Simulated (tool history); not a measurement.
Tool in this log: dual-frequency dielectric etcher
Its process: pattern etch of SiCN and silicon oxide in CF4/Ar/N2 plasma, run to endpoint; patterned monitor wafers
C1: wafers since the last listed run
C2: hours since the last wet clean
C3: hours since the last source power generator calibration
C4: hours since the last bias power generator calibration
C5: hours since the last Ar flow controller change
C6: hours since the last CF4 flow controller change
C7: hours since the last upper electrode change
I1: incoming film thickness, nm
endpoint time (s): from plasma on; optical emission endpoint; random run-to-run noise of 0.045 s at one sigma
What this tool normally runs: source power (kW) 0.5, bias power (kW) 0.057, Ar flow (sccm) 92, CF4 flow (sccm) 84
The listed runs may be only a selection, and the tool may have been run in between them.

{"run": 1, "hour": 0.0, "source power (kW)": 0.5, "bias power (kW)": 0.057, "Ar flow (sccm)": 92, "CF4 flow (sccm)": 84, "C1": 0, "C2": 200.7, "C3": 3930.6, "C4": 4829.6, "C5": 2893.2, "C6": 1301.9, "C7": 2849.3, "I1": 11.38, "endpoint time (s)": 12.7}
{"run": 2, "hour": 61.4, "source power (kW)": 0.5, "bias power (kW)": 0.057, "Ar flow (sccm)": 92, "CF4 flow (sccm)": 84, "C1": 988, "C2": 262.1, "C3": 3992, "C4": 4891, "C5": 2954.6, "C6": 1363.3, "C7": 2910.7, "I1": 11.58, "endpoint time (s)": 12.8}
{"run": 3, "hour": 107.8, "source power (kW)": 0.5, "bias power (kW)": 0.057, "Ar flow (sccm)": 92, "CF4 flow (sccm)": 84, "C1": 747, "C2": 308.5, "C3": 4038.4, "C4": 4937.4, "C5": 3001, "C6": 1409.7, "C7": 2957.1, "I1": 11.49, "endpoint time (s)": 12.7}
{"run": 4, "hour": 156.7, "source power (kW)": 0.58, "bias power (kW)": 0.057, "Ar flow (sccm)": 92, "CF4 flow (sccm)": 84, "C1": 787, "C2": 357.4, "C3": 4087.3, "C4": 4986.3, "C5": 3049.9, "C6": 1458.6, "C7": 3006, "I1": 11.57, "endpoint time (s)": 10.8}
{"run": 5, "hour": 186.8, "source power (kW)": 0.4, "bias power (kW)": 0.057, "Ar flow (sccm)": 92, "CF4 flow (sccm)": 84, "C1": 484, "C2": 387.5, "C3": 4117.4, "C4": 5016.4, "C5": 3080, "C6": 1488.7, "C7": 3036.1, "I1": 11.41, "endpoint time (s)": 16.4}
{"hour": 212.0, "done": "upper electrode replaced"}
{"run": 6, "hour": 243.1, "source power (kW)": 0.58, "bias power (kW)": 0.064, "Ar flow (sccm)": 72, "CF4 flow (sccm)": 76, "C1": 520, "C2": 443.8, "C3": 4173.7, "C4": 5072.7, "C5": 3136.3, "C6": 1545, "C7": 31.1, "I1": 11.66, "endpoint time (s)": 10.3}
{"hour": 262.3, "done": "CF4 flow controller replaced"}
{"hour": 273.4, "done": "bias power generator calibrated"}
{"run": 7, "hour": 292.9, "source power (kW)": 0.5, "bias power (kW)": 0.057, "Ar flow (sccm)": 112, "CF4 flow (sccm)": 84, "C1": 640, "C2": 493.6, "C3": 4223.5, "C4": 19.5, "C5": 3186.1, "C6": 30.6, "C7": 80.9, "I1": 11.44, "endpoint time (s)": 13.1}
{"run": 8, "hour": 319.1, "source power (kW)": 0.5, "bias power (kW)": 0.049, "Ar flow (sccm)": 85, "CF4 flow (sccm)": 102, "C1": 421, "C2": 519.8, "C3": 4249.7, "C4": 45.7, "C5": 3212.3, "C6": 56.8, "C7": 107.1, "I1": 11.44, "endpoint time (s)": 12.6}
{"hour": 372.8, "done": "wet clean of the chamber"}
{"run": 9, "hour": 388.7, "source power (kW)": 0.59, "bias power (kW)": 0.049, "Ar flow (sccm)": 92, "CF4 flow (sccm)": 84, "C1": 734, "C2": 15.9, "C3": 4319.3, "C4": 115.3, "C5": 3281.9, "C6": 126.4, "C7": 176.7, "I1": 11.5, "endpoint time (s)": 11.2}
{"run": 10, "hour": 446.3, "source power (kW)": 0.56, "bias power (kW)": 0.057, "Ar flow (sccm)": 108, "CF4 flow (sccm)": 84, "C1": 927, "C2": 73.5, "C3": 4376.9, "C4": 172.9, "C5": 3339.5, "C6": 184, "C7": 234.3, "I1": 11.45, "endpoint time (s)": 11.7}
{"run": 11, "hour": 474.7, "source power (kW)": 0.38, "bias power (kW)": 0.057, "Ar flow (sccm)": 92, "CF4 flow (sccm)": 99, "C1": 457, "C2": 101.9, "C3": 4405.3, "C4": 201.3, "C5": 3367.9, "C6": 212.4, "C7": 262.7, "I1": 11.5, "endpoint time (s)": 17.6}
{"run": 12, "hour": 502.5, "source power (kW)": 0.5, "bias power (kW)": 0.057, "Ar flow (sccm)": 115, "CF4 flow (sccm)": 84, "C1": 447, "C2": 129.7, "C3": 4433.1, "C4": 229.1, "C5": 3395.7, "C6": 240.2, "C7": 290.5, "I1": 11.44, "endpoint time (s)": 13.4}
{"run": 13, "hour": 574.1, "source power (kW)": 0.45, "bias power (kW)": 0.051, "Ar flow (sccm)": 98, "CF4 flow (sccm)": 94, "C1": 1152, "C2": 201.3, "C3": 4504.7, "C4": 300.7, "C5": 3467.3, "C6": 311.8, "C7": 362.1, "I1": 11.62, "endpoint time (s)": 15.2}
{"hour": 611.7, "done": "Ar flow controller replaced"}
{"run": 14, "hour": 612.2, "source power (kW)": 0.5, "bias power (kW)": 0.057, "Ar flow (sccm)": 92, "CF4 flow (sccm)": 84, "C1": 516, "C2": 239.4, "C3": 4542.8, "C4": 338.8, "C5": 0.5, "C6": 349.9, "C7": 400.2, "I1": 11.49, "endpoint time (s)": 13}
{"hour": 617.1, "done": "source power generator calibrated"}
{"run": 15, "hour": 677.3, "source power (kW)": 0.47, "bias power (kW)": 0.053, "Ar flow (sccm)": 92, "CF4 flow (sccm)": 84, "C1": 983, "C2": 304.5, "C3": 60.2, "C4": 403.9, "C5": 65.6, "C6": 415, "C7": 465.3, "I1": 11.46, "endpoint time (s)": 13.6}
{"run": 16, "hour": 748.4, "source power (kW)": 0.45, "bias power (kW)": 0.051, "Ar flow (sccm)": 98, "CF4 flow (sccm)": 94, "C1": 1144, "C2": 375.6, "C3": 131.3, "C4": 475, "C5": 136.7, "C6": 486.1, "C7": 536.4, "I1": 11.45, "endpoint time (s)": 14.2}
{"run": 17, "hour": 781.8, "source power (kW)": 0.5, "bias power (kW)": 0.057, "Ar flow (sccm)": 92, "CF4 flow (sccm)": 102, "C1": 537, "C2": 409, "C3": 164.7, "C4": 508.4, "C5": 170.1, "C6": 519.5, "C7": 569.8, "I1": 11.37, "endpoint time (s)": 11.9}
{"run": 18, "hour": 828.3, "source power (kW)": 0.5, "bias power (kW)": 0.057, "Ar flow (sccm)": 92, "CF4 flow (sccm)": 84, "C1": 748, "C2": 455.5, "C3": 211.2, "C4": 554.9, "C5": 216.6, "C6": 566, "C7": 616.3, "I1": 11.45, "endpoint time (s)": 12.2}
{"run": 19, "hour": 874.3, "source power (kW)": 0.5, "bias power (kW)": 0.057, "Ar flow (sccm)": 92, "CF4 flow (sccm)": 84, "C1": 740, "C2": 501.5, "C3": 257.2, "C4": 600.9, "C5": 262.6, "C6": 612, "C7": 662.3, "I1": 11.45, "endpoint time (s)": 12.2}
{"hour": 930.1, "done": "wet clean of the chamber"}
{"run": 20, "hour": 932.6, "source power (kW)": 0.46, "bias power (kW)": 0.05, "Ar flow (sccm)": 81, "CF4 flow (sccm)": 84, "C1": 552, "C2": 2.5, "C3": 315.5, "C4": 659.2, "C5": 320.9, "C6": 670.3, "C7": 720.6, "I1": 11.54, "endpoint time (s)": 14.1}
{"run": 21, "hour": 973.9, "source power (kW)": 0.39, "bias power (kW)": 0.052, "Ar flow (sccm)": 76, "CF4 flow (sccm)": 84, "C1": 665, "C2": 43.8, "C3": 356.8, "C4": 700.5, "C5": 362.2, "C6": 711.6, "C7": 761.9, "I1": 11.56, "endpoint time (s)": 16.8}
{"run": 22, "hour": 1010.4, "source power (kW)": 0.55, "bias power (kW)": 0.051, "Ar flow (sccm)": 92, "CF4 flow (sccm)": 89, "C1": 587, "C2": 80.3, "C3": 393.3, "C4": 737, "C5": 398.7, "C6": 748.1, "C7": 798.4, "I1": 11.5, "endpoint time (s)": 11.5}
{"run": 23, "hour": 1060.7, "source power (kW)": 0.5, "bias power (kW)": 0.048, "Ar flow (sccm)": 92, "CF4 flow (sccm)": 75, "C1": 809, "C2": 130.6, "C3": 443.6, "C4": 787.3, "C5": 449, "C6": 798.4, "C7": 848.7, "I1": 11.55, "endpoint time (s)": 13.3}

5 ways to go on from here, each from the tool as it stands after run 23. What would each give?
{"run": "A", "hour": 1061.1, "source power (kW)": 0.5, "bias power (kW)": 0.057, "Ar flow (sccm)": 92, "CF4 flow (sccm)": 98, "C1": 6, "C2": 131, "C3": 444, "C4": 787.7, "C5": 449.4, "C6": 798.8, "C7": 849.1, "I1": 11.56, "endpoint time (s)": "?"}
{"run": "B", "hour": 1061.1, "source power (kW)": 0.4, "bias power (kW)": 0.068, "Ar flow (sccm)": 101, "CF4 flow (sccm)": 101, "C1": 6, "C2": 131, "C3": 444, "C4": 787.7, "C5": 449.4, "C6": 798.8, "C7": 849.1, "I1": 11.56, "endpoint time (s)": "?"}
{"run": "C", "hour": 1061.1, "source power (kW)": 0.53, "bias power (kW)": 0.065, "Ar flow (sccm)": 92, "CF4 flow (sccm)": 95, "C1": 6, "C2": 131, "C3": 444, "C4": 787.7, "C5": 449.4, "C6": 798.8, "C7": 849.1, "I1": 11.56, "endpoint time (s)": "?"}
{"run": "D", "hour": 1061.1, "source power (kW)": 0.42, "bias power (kW)": 0.052, "Ar flow (sccm)": 74, "CF4 flow (sccm)": 90, "C1": 6, "C2": 131, "C3": 444, "C4": 787.7, "C5": 449.4, "C6": 798.8, "C7": 849.1, "I1": 11.56, "endpoint time (s)": "?"}
{"run": "E", "hour": 1061.1, "source power (kW)": 0.43, "bias power (kW)": 0.057, "Ar flow (sccm)": 112, "CF4 flow (sccm)": 91, "C1": 6, "C2": 131, "C3": 444, "C4": 787.7, "C5": 449.4, "C6": 798.8, "C7": 849.1, "I1": 11.56, "endpoint time (s)": "?"}

run=A endpoint_time_(s)=12.3
run=B endpoint_time_(s)=15.5
run=C endpoint_time_(s)=11.2
run=D endpoint_time_(s)=15.2
run=E endpoint_time_(s)=15.4
What these runs would have given with no unlogged condition in the tool:
run=A endpoint_time_(s)=12.4
run=B endpoint_time_(s)=15.6
run=C endpoint_time_(s)=11.3
run=D endpoint_time_(s)=15.2
run=E endpoint_time_(s)=15.5
